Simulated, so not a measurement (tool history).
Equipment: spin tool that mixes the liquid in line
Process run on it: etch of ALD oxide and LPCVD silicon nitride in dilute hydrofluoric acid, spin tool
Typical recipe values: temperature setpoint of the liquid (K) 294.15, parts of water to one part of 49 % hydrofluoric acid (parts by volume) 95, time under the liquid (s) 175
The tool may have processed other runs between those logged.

run	hour	temperature setpoint of the liquid (K)	parts of water to one part of 49 % hydrofluoric acid (parts by volume)	time under the liquid (s)	wafers since the last listed run	hours since the thermometer was replaced	hours since the hydrofluoric acid flow meter was replaced	hours since the gauge calibration	read-back film thickness of the ALD oxide reference wafer, read on the same gauge (nm)	read-back film thickness of the LPCVD silicon nitride reference wafer, read on the same gauge (nm)	thickness taken off the ALD oxide on a monitor wafer (nm)	thickness taken off the LPCVD silicon nitride on a monitor wafer (nm)
1	0.0	294.15	60	115	0	1795.9	1147.4	481.7	40.00	130.007	35.40	0.834
2	66.2	294.15	60	115	533	1862.1	1213.6	547.9	40.00	129.988	35.29	0.806
3	177.5	294.15	60	115	896	1973.4	1324.9	659.2	40.00	129.998	35.48	0.905
4	226.4	294.15	95	175	393	2022.3	1373.8	708.1	40.02	129.998	32.65	0.760
5	295.7	294.15	95	175	558	2091.6	1443.1	777.4	39.99	130.003	32.49	0.781
6	321.7	294.15	95	175	209	2117.6	1469.1	803.4	40.00	129.999	32.64	0.783
7	353.5	294.15	95	175	256	2149.4	1500.9	835.2	40.02	129.996	32.89	0.738
8	405.7	294.15	95	205	420	2201.6	1553.1	887.4	40.00	129.964	38.07	0.913
9	462.8	294.15	95	140	459	2258.7	1610.2	944.5	40.02	129.971	26.14	0.605
10	532.8	294.15	95	140	563	2328.7	1680.2	1014.5	39.97	130.010	26.11	0.659
11	648.4	290.15	135	135	931	2444.3	1795.8	1130.1	39.99	129.987	14.53	0.350
# hour 735.6: thermometer replaced
# hour 810.9: hydrofluoric acid flow meter replaced
# hour 819.9: gauge calibrated
12	842.6	291.65	70	225	1548	107.0	31.7	22.7	40.02	129.996	49.66	1.121
13	900.2	294.15	95	140	463	164.6	89.3	80.3	40.01	129.982	24.74	0.527
14	953.5	290.15	75	175	429	217.9	142.6	133.6	39.97	130.014	33.64	0.652
15	1004.4	294.15	60	220	409	268.8	193.5	184.5	40.02	130.004	63.83	1.480
16	1056.6	294.15	95	100	420	321.0	245.7	236.7	40.02	130.009	17.64	0.409
17	1117.4	290.65	55	280	489	381.8	306.5	297.5	40.03	129.998	76.95	1.662
18	1177.5	294.15	95	175	484	441.9	366.6	357.6	40.00	130.015	30.90	0.675
19	1210.0	296.15	50	115	261	474.4	399.1	390.1	40.00	129.968	44.26	1.106
20	1238.1	294.15	95	115	226	502.5	427.2	418.2	40.02	130.016	20.29	0.500
21	1263.3	294.15	95	145	202	527.7	452.4	443.4	40.00	129.994	25.72	0.640

What differs in the tool's unlogged condition from the final listed run ahead of each entry between runs to the first listed run following it?
Runs 11 to 12: thermometer replaced (hour 735.6); hydrofluoric acid flow meter replaced (hour 810.9); gauge calibrated (hour 819.9)
  liquid hotter than its thermometer reads (K): 2.31 -> 0.0945; hydrofluoric acid flow below the setpoint (%): 2.59 -> 0.403
  the result without the hidden state subtracted from the measured one, thickness taken off the ALD oxide on a monitor wafer (nm): +0.90 -> -0.03; thickness taken off the LPCVD silicon nitride on a monitor wafer (nm): +0.043 -> +0.003

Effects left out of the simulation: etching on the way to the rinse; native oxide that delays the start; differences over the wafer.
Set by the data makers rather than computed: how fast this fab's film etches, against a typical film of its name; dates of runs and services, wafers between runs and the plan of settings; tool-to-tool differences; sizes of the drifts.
